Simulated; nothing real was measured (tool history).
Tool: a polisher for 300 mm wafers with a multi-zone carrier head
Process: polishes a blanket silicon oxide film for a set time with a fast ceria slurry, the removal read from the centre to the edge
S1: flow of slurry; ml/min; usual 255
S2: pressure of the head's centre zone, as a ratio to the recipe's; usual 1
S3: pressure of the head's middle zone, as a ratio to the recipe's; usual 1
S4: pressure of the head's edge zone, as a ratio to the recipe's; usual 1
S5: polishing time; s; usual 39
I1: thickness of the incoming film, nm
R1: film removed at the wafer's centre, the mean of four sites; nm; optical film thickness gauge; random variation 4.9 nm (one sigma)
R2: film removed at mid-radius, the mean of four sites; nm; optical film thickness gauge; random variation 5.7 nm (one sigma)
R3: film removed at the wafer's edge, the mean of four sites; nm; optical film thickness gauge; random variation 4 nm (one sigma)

{"run": 1, "hour": 0.0, "S1": 255, "S2": 1.1, "S3": 1.04, "S4": 1, "S5": 39, "I1": 3739.9, "R1": 558.5, "R2": 513.2, "R3": 480.7}
{"hour": 3.1, "done": "centre zone pressure recalibrated"}
{"run": 2, "hour": 15.1, "S1": 310, "S2": 1.04, "S3": 1, "S4": 0.96, "S5": 35, "I1": 3741.5, "R1": 475.1, "R2": 456.2, "R3": 434.2}
{"hour": 29.0, "done": "edge zone pressure recalibrated"}
{"run": 3, "hour": 30.9, "S1": 285, "S2": 1, "S3": 0.89, "S4": 1.09, "S5": 44, "I1": 3731.4, "R1": 571.2, "R2": 502.6, "R3": 569.5}
{"run": 4, "hour": 42.0, "S1": 255, "S2": 1, "S3": 1, "S4": 1, "S5": 39, "I1": 3740.3, "R1": 497, "R2": 490.8, "R3": 471.1}
{"run": 5, "hour": 59.0, "S1": 285, "S2": 1, "S3": 0.89, "S4": 1.09, "S5": 44, "I1": 3836.2, "R1": 559.9, "R2": 515, "R3": 577.9}
{"hour": 63.4, "done": "worn pad replaced by a new one"}
{"run": 6, "hour": 73.0, "S1": 335, "S2": 1.06, "S3": 1, "S4": 1.12, "S5": 39, "I1": 3767.2, "R1": 565.1, "R2": 525.7, "R3": 545}
{"run": 7, "hour": 82.5, "S1": 255, "S2": 1, "S3": 1.06, "S4": 1, "S5": 39, "I1": 3793, "R1": 506.6, "R2": 547.2, "R3": 500.7}
{"hour": 92.1, "done": "carrier head's membrane replaced by a new one"}
{"run": 8, "hour": 92.6, "S1": 280, "S2": 1.09, "S3": 1.1, "S4": 1.09, "S5": 39, "I1": 3794.1, "R1": 556.1, "R2": 551.2, "R3": 511.9}
{"run": 9, "hour": 99.3, "S1": 255, "S2": 1.09, "S3": 1.08, "S4": 1.11, "S5": 39, "I1": 3773.3, "R1": 556.5, "R2": 541.7, "R3": 505.5}
{"run": 10, "hour": 109.0, "S1": 230, "S2": 1, "S3": 0.93, "S4": 1, "S5": 39, "I1": 3724.5, "R1": 491.7, "R2": 459.1, "R3": 476}
{"run": 11, "hour": 118.1, "S1": 255, "S2": 1, "S3": 1, "S4": 1, "S5": 39, "I1": 3745.3, "R1": 498.9, "R2": 497.5, "R3": 480}
{"run": 12, "hour": 135.2, "S1": 255, "S2": 0.9, "S3": 1, "S4": 0.93, "S5": 39, "I1": 3709.2, "R1": 439.4, "R2": 496.4, "R3": 458.6}
{"hour": 142.3, "done": "slurry nozzle cleaned"}
{"run": 13, "hour": 144.8, "S1": 255, "S2": 1, "S3": 1, "S4": 1.06, "S5": 39, "I1": 3782.2, "R1": 483.9, "R2": 482.2, "R3": 493.7}
{"run": 14, "hour": 158.2, "S1": 255, "S2": 1, "S3": 1, "S4": 1, "S5": 39, "I1": 3793.2, "R1": 491.6, "R2": 484.2, "R3": 472.4}
{"hour": 174.8, "done": "worn pad replaced by a new one"}
{"run": 15, "hour": 175.3, "S1": 255, "S2": 0.88, "S3": 1, "S4": 1, "S5": 45, "I1": 3780.8, "R1": 544.5, "R2": 621, "R3": 590.9}
{"run": 16, "hour": 185.9, "S1": 315, "S2": 1, "S3": 0.95, "S4": 1, "S5": 39, "I1": 3704.6, "R1": 538, "R2": 502.4, "R3": 514.8}
{"run": 17, "hour": 203.5, "S1": 190, "S2": 1, "S3": 1, "S4": 1, "S5": 39, "I1": 3794.1, "R1": 492.7, "R2": 483.9, "R3": 484.8}
{"run": 18, "hour": 215.0, "S1": 285, "S2": 1.1, "S3": 1.11, "S4": 1, "S5": 32, "I1": 3844.5, "R1": 455.3, "R2": 456.9, "R3": 402}
{"run": 19, "hour": 228.8, "S1": 255, "S2": 1, "S3": 1, "S4": 1, "S5": 49, "I1": 3747.3, "R1": 632.7, "R2": 624.4, "R3": 611.3}
{"run": 20, "hour": 246.4, "S1": 255, "S2": 0.94, "S3": 1, "S4": 1, "S5": 39, "I1": 3787.3, "R1": 467.8, "R2": 493.7, "R3": 478}
{"run": 21, "hour": 258.0, "S1": 255, "S2": 0.94, "S3": 1.05, "S4": 1.1, "S5": 39, "I1": 3793.1, "R1": 469.2, "R2": 511.5, "R3": 500.3}

The same runs without the tool's hidden state, with the same run-to-run variation:
The hidden state here: removal rate lost through wear of the pad, %; slurry flow missing at the pad, %; deviation of the centre zone's pressure from its setpoint, %; deviation of the edge zone's pressure from its setpoint, %.
run=1 R1=597.2 R2=548.7 R3=514
run=2 R1=512.5 R2=492.1 R3=468.4
run=3 R1=619.9 R2=545.4 R3=618.1
run=4 R1=541 R2=534.2 R3=512.8
run=5 R1=611.2 R2=562.3 R3=630.9
run=6 R1=582.4 R2=541.8 R3=561.7
run=7 R1=530.7 R2=573.2 R3=524.5
run=8 R1=590.4 R2=585.1 R3=543.5
run=9 R1=595 R2=579.2 R3=540.5
run=10 R1=530.1 R2=495 R3=513.2
run=11 R1=541.3 R2=539.7 R3=520.7
run=12 R1=480.6 R2=542.8 R3=501.5
run=13 R1=530.8 R2=529 R3=541.6
run=14 R1=541 R2=532.9 R3=519.9
run=15 R1=546.5 R2=623.2 R3=593.1
run=16 R1=552.2 R2=515.7 R3=528.5
run=17 R1=519.1 R2=509.8 R3=510.8
run=18 R1=485.3 R2=487 R3=428.5
run=19 R1=681.2 R2=672.2 R3=658.1
run=20 R1=507.9 R2=536 R3=518.9
run=21 R1=511.2 R2=557.3 R3=545.1
